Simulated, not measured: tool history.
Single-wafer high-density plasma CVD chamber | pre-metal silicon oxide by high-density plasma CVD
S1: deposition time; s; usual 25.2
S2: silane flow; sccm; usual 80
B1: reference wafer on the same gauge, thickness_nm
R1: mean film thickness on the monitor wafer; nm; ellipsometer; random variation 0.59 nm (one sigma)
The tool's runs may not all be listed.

run,hour,S1,S2,B1,R1
1,0,25.2,80,263.903,208.755
2,15,25.2,80,264.03,208.758
3,110.9,22.6,80,263.866,187.948
4,130.2,22.6,80,263.944,187.16
5,151.2,25.2,80,264.123,208.554
6,164.8,25.2,80,264.218,207.703
7,193.1,25.2,80,263.855,207.558
8,226.1,25.2,87,263.942,227.009
9,249.2,25.2,76,264.083,197.725
10,283.9,25.2,76,263.836,196.788
11,302.5,21.7,83,264.154,184.586
# hour 324: silane flow controller replaced
12,326,21.7,83,264.114,196.574
13,361.9,21.7,83,264.03,196.31
14,385.2,26.3,80,264.036,229.426
15,401.5,26.3,80,264.129,229.285
16,425.5,26.3,80,263.912,228.347
17,441.7,27.2,88,263.834,260.599
18,473.6,25.2,80,264.078,219.395
# hour 473.9: gauge calibrated
19,488.4,29.5,67,263.884,215.051
20,509.4,25.2,80,264.031,220.491
21,545.4,26.9,80,264.053,233.552
22,558.4,27.9,89,263.985,269.578

The next listed run, before its measurement:
23,591.3,25.2,80,?,?

{"run 23": {"B1": 263.941, "R1": 218.619}}
Without the tool's hidden state the same run would have given R1 220.522 nm.
